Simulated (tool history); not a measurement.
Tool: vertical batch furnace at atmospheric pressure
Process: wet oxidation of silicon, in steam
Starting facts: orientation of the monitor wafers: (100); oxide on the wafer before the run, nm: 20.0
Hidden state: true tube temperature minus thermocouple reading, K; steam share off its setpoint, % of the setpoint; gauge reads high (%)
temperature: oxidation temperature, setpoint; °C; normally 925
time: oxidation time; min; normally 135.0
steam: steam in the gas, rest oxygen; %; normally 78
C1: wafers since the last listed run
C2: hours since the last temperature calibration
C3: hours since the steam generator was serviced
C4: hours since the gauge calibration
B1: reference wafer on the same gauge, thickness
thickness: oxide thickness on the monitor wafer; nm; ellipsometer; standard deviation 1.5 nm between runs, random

Run 1, day 0.000: usual settings; C1 0; C2 2606.4; C3 1400.7; C4 484.6; B1 363.11. Result: thickness 311.18 nm.
Run 2, day 2.979: usual settings; C1 860; C2 2677.9; C3 1472.2; C4 556.1; B1 363.09. Result: thickness 309.45 nm.
Run 3, day 4.525: usual settings; C1 446; C2 2715.0; C3 1509.3; C4 593.2; B1 362.63. Result: thickness 307.34 nm.
Run 4, day 6.746: usual settings; C1 641; C2 2768.3; C3 1562.6; C4 646.5; B1 362.96. Result: thickness 306.72 nm.
Run 5, day 9.238: usual settings; C1 720; C2 2828.1; C3 1622.4; C4 706.3; B1 362.97. Result: thickness 308.22 nm.
Run 6, day 10.800: usual settings; C1 451; C2 2865.6; C3 1659.9; C4 743.8; B1 363.53. Result: thickness 308.63 nm.
Run 7, day 13.000: usual settings; C1 635; C2 2918.4; C3 1712.7; C4 796.6; B1 363.25. Result: thickness 308.63 nm.
Run 8, day 14.029: usual settings; C1 297; C2 2943.1; C3 1737.4; C4 821.3; B1 363.42. Result: thickness 304.66 nm.
Run 9, day 18.088: usual settings; C1 1172; C2 3040.5; C3 1834.8; C4 918.7; B1 363.03. Result: thickness 305.71 nm.
Run 10, day 19.871: usual settings but temperature 934 °C; C1 515; C2 3083.3; C3 1877.6; C4 961.5; B1 363.50. Result: thickness 332.08 nm.
Run 11, day 21.771: usual settings but temperature 934 °C; C1 549; C2 3128.9; C3 1923.2; C4 1007.1; B1 362.95. Result: thickness 331.55 nm.
Run 12, day 24.371: usual settings but steam 74 %; C1 751; C2 3191.3; C3 1985.6; C4 1069.5; B1 362.79. Result: thickness 295.36 nm.
Run 13, day 26.083: usual settings but steam 74 %; C1 494; C2 3232.4; C3 2026.7; C4 1110.6; B1 363.15. Result: thickness 295.77 nm.
Run 14, day 27.350: usual settings but temperature 932 °C, steam 72 %; C1 366; C2 3262.8; C3 2057.1; C4 1141.0; B1 362.90. Result: thickness 306.58 nm.
Run 15, day 29.867: usual settings; C1 727; C2 3323.2; C3 2117.5; C4 1201.4; B1 362.43. Result: thickness 305.51 nm.
Run 16, day 32.400: usual settings; C1 732; C2 3384.0; C3 2178.3; C4 1262.2; B1 362.87. Result: thickness 304.70 nm.
Run 17, day 34.167: usual settings but steam 87 %; C1 510; C2 3426.4; C3 2220.7; C4 1304.6; B1 363.11. Result: thickness 326.17 nm.
Run 18, day 35.954: usual settings but steam 87 %; C1 516; C2 3469.3; C3 2263.6; C4 1347.5; B1 363.33. Result: thickness 330.70 nm.
Run 19, day 37.712: usual settings; C1 508; C2 3511.5; C3 2305.8; C4 1389.7; B1 362.89. Result: thickness 304.20 nm.
Run 20, day 40.562: usual settings but steam 69 %; C1 823; C2 3579.9; C3 2374.2; C4 1458.1; B1 362.76. Result: thickness 277.13 nm.
Run 21, day 42.362: usual settings but time 194.0 min; C1 520; C2 3623.1; C3 2417.4; C4 1501.3; B1 363.09. Result: thickness 393.79 nm.
Run 22, day 44.679: usual settings; C1 669; C2 3678.7; C3 2473.0; C4 1556.9; B1 362.98. Result: thickness 301.94 nm.
Run 23, day 45.783: usual settings; C1 319; C2 3705.2; C3 2499.5; C4 1583.4; B1 363.45. Result: thickness 300.71 nm.
Run 24, day 48.417: usual settings but temperature 906 °C, time 82.0 min, steam 68 %; C1 761; C2 3768.4; C3 2562.7; C4 1646.6; B1 363.11. Result: thickness 150.23 nm.
At day 51.042: steam generator serviced.
Run 25, day 51.062: usual settings but temperature 933 °C, steam 84 %; C1 475; C2 3831.9; C3 0.5; C4 1710.1; B1 363.33. Result: thickness 360.64 nm.
Run 26, day 52.617: usual settings but temperature 934 °C; C1 449; C2 3869.2; C3 37.8; C4 1747.4; B1 363.62. Result: thickness 346.68 nm.
Run 27, day 54.492: usual settings but temperature 939 °C, time 179.0 min, steam 69 %; C1 541; C2 3914.2; C3 82.8; C4 1792.4; B1 362.76. Result: thickness 400.01 nm.
At day 54.733: gauge calibrated.
Run 28, day 56.717: usual settings but time 116.5 min, steam 88 %; C1 643; C2 3967.6; C3 136.2; C4 47.6; B1 363.52. Result: thickness 312.05 nm.
At day 57.817: thermocouples replaced and temperature profile calibrated.
Run 29, day 59.217: usual settings but time 69.0 min, steam 84 %; C1 433; C2 33.6; C3 196.2; C4 107.6; B1 363.44. Result: thickness 201.52 nm.
Run 30, day 61.688: usual settings but temperature 932 °C, time 77.0 min; C1 714; C2 92.9; C3 255.5; C4 166.9; B1 363.22. Result: thickness 221.20 nm.
Run 31, day 64.538: usual settings but time 162.0 min; C1 823; C2 161.3; C3 323.9; C4 235.3; B1 362.94. Result: thickness 363.53 nm.
Run 32, day 66.846: usual settings but steam 83 %; C1 667; C2 216.7; C3 379.3; C4 290.7; B1 362.97. Result: thickness 329.46 nm.
Run 33, day 69.033: usual settings; C1 632; C2 269.2; C3 431.8; C4 343.2; B1 363.33. Result: thickness 316.66 nm.
Run 34, day 71.750: usual settings but temperature 935 °C; C1 785; C2 334.4; C3 497.0; C4 408.4; B1 362.85. Result: thickness 343.95 nm.
Run 35, day 72.808: usual settings but temperature 900 °C, time 202.0 min, steam 71 %; C1 305; C2 359.8; C3 522.4; C4 433.8; B1 363.19. Result: thickness 308.13 nm.
Run 36, day 74.675: usual settings but time 184.5 min; C1 539; C2 404.6; C3 567.2; C4 478.6; B1 362.92. Result: thickness 396.12 nm.
Run 37, day 76.004: usual settings; C1 384; C2 436.5; C3 599.1; C4 510.5; B1 362.73. Result: thickness 311.92 nm.

Below are 5 alternative next runs, each starting from the tool's condition after run 37. Predict each:
Run A, day 76.283: usual settings; C1 80; C2 443.2; C3 605.8; C4 517.2; B1 ?. Result: thickness ?.
Run B, day 76.283: usual settings but temperature 934 °C, steam 66 %; C1 80; C2 443.2; C3 605.8; C4 517.2; B1 ?. Result: thickness ?.
Run C, day 76.283: usual settings but time 102.5 min; C1 80; C2 443.2; C3 605.8; C4 517.2; B1 ?. Result: thickness ?.
Run D, day 76.283: usual settings but temperature 908 °C, time 83.5 min, steam 68 %; C1 80; C2 443.2; C3 605.8; C4 517.2; B1 ?. Result: thickness ?.
Run E, day 76.283: usual settings but temperature 915 °C, time 87.5 min, steam 84 %; C1 80; C2 443.2; C3 605.8; C4 517.2; B1 ?. Result: thickness ?.

run      B1  thickness
  A  363.44     315.39
  B  363.44     301.29
  C  363.44     255.94
  D  363.44     164.80
  E  363.44     217.57
With no hidden state in the tool, these same runs would have given:
run  thickness
  A     321.80
  B     307.38
  C     261.25
  D     168.33
  E     222.17

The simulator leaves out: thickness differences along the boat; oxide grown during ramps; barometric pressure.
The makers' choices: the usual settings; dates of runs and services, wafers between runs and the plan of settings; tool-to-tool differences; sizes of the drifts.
